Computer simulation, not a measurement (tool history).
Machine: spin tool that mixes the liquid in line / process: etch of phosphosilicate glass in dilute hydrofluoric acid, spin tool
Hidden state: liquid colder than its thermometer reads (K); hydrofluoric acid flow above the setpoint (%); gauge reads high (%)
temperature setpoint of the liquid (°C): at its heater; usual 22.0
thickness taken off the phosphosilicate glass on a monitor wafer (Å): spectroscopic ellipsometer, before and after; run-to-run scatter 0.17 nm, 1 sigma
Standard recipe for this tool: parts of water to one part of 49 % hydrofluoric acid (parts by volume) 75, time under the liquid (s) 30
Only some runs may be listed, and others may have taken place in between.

run     day  temperature setpoint of the liquid (°C)  parts of water to one part of 49 % hydrofluoric acid (parts by volume)  time under the liquid (s)  wafers since the last listed run  hours since the thermometer was replaced  hours since the hydrofluoric acid flow meter was replaced  hours since the gauge calibration  read-back film thickness of the phosphosilicate glass reference wafer, read on the same gauge (nm)  thickness taken off the phosphosilicate glass on a monitor wafer (Å)
  1   0.000                                     22.0                                                                      75                         30                                 0                                    1212.9                                                      952.7                             1644.1                                                                                               79.97                                                                 213.8
  2   1.250                                     22.0                                                                      75                         30                               545                                    1242.9                                                      982.7                             1674.1                                                                                               80.00                                                                 215.9
  3   3.888                                     22.0                                                                      75                         30                              1150                                    1306.2                                                     1046.0                             1737.4                                                                                               80.00                                                                 213.3
  4   5.308                                     22.0                                                                      75                         30                               619                                    1340.3                                                     1080.1                             1771.5                                                                                               80.01                                                                 212.1
  5   8.029                                     22.0                                                                      75                         30                              1187                                    1405.6                                                     1145.4                             1836.8                                                                                               80.03                                                                 210.5
  6  10.692                                     22.0                                                                      75                         30                              1161                                    1469.5                                                     1209.3                             1900.7                                                                                               80.02                                                                 210.4
  7  13.000                                     22.0                                                                      75                         30                              1007                                    1524.9                                                     1264.7                             1956.1                                                                                               80.02                                                                 213.3
  8  15.254                                     22.0                                                                      55                         30                               983                                    1579.0                                                     1318.8                             2010.2                                                                                               79.97                                                                 295.9
  9  20.300                                     22.0                                                                      75                         30                              2201                                    1700.1                                                     1439.9                             2131.3                                                                                               80.01                                                                 208.6
 10  22.700                                     25.5                                                                      45                         15                              1047                                    1757.7                                                     1497.5                             2188.9                                                                                               79.97                                                                 205.9
 11  24.900                                     24.0                                                                      75                         45                               959                                    1810.5                                                     1550.3                             2241.7                                                                                               80.01                                                                 342.0
 12  29.417                                     22.0                                                                     100                         45                              1970                                    1918.9                                                     1658.7                             2350.1                                                                                               80.02                                                                 228.9
 13  31.538                                     22.0                                                                      40                         30                               925                                    1969.8                                                     1709.6                             2401.0                                                                                               80.01                                                                 408.7
 14  32.883                                     22.0                                                                      75                         30                               587                                    2002.1                                                     1741.9                             2433.3                                                                                               79.99                                                                 209.4
 15  35.404                                     22.0                                                                      75                         30                              1099                                    2062.6                                                     1802.4                             2493.8                                                                                               80.00                                                                 210.0
 16  37.808                                     22.0                                                                      75                         30                              1048                                    2120.3                                                     1860.1                             2551.5                                                                                               80.05                                                                 208.5
 17  38.858                                     22.0                                                                      40                         25                               458                                    2145.5                                                     1885.3                             2576.7                                                                                               79.99                                                                 342.4
 18  41.042                                     22.0                                                                      75                         45                               952                                    2197.9                                                     1937.7                             2629.1                                                                                               80.01                                                                 310.3
 19  49.512                                     22.0                                                                      75                         30                              3695                                    2401.2                                                     2141.0                             2832.4                                                                                               79.99                                                                 208.5
 20  50.662                                     25.5                                                                     100                         25                               501                                    2428.8                                                     2168.6                             2860.0                                                                                               79.98                                                                 147.8
     53.421  -- gauge calibrated
 21  56.696                                     22.0                                                                      75                         30                              2632                                    2573.6                                                     2313.4                               78.6                                                                                               80.01                                                                 203.8
     57.942  -- thermometer replaced
 22  58.342                                     17.5                                                                      75                         30                               699                                       9.6                                                     2352.9                              118.1                                                                                               80.00                                                                 178.6
     59.704  -- hydrofluoric acid flow meter replaced
 23  66.117                                     22.0                                                                      95                         30                              3374                                     196.2                                                      153.9                              304.7                                                                                               79.97                                                                 167.5
 24  68.933                                     22.0                                                                      40                         30                              1228                                     263.8                                                      221.5                              372.3                                                                                               79.98                                                                 422.2
 25  71.858                                     20.0                                                                     105                         45                              1276                                     334.0                                                      291.7                              442.5                                                                                               80.04                                                                 208.0
 26  74.512                                     25.5                                                                      50                         15                              1158                                     397.7                                                      355.4                              506.2                                                                                               80.03                                                                 194.7
 27  81.325                                     22.0                                                                      40                         25                              2972                                     561.2                                                      518.9                              669.7                                                                                               80.04                                                                 347.8
 28  84.258                                     18.5                                                                      40                         30                              1279                                     631.6                                                      589.3                              740.1                                                                                               80.01                                                                 363.4
 29  86.321                                     22.0                                                                     110                         40                               899                                     681.1                                                      638.8                              789.6                                                                                               80.01                                                                 188.7
 30  87.692                                     24.0                                                                      45                         45                               598                                     714.0                                                      671.7                              822.5                                                                                               80.00                                                                 610.9
 31  89.688                                     22.0                                                                      95                         30                               870                                     761.9                                                      719.6                              870.4                                                                                               79.99                                                                 165.0

Run 32 has not been measured yet. What should we expect?
 32  92.579                                     19.5                                                                      35                         20                              1261                                     831.3                                                      789.0                              939.8                                                                                                   ?                                                                     ?

read-back film thickness of the phosphosilicate glass reference wafer, read on the same gauge (nm): 79.99
thickness taken off the phosphosilicate glass on a monitor wafer (Å): 292.5
Minus the tool's unlogged condition, the same run would have read thickness taken off the phosphosilicate glass on a monitor wafer (Å) 298.5.

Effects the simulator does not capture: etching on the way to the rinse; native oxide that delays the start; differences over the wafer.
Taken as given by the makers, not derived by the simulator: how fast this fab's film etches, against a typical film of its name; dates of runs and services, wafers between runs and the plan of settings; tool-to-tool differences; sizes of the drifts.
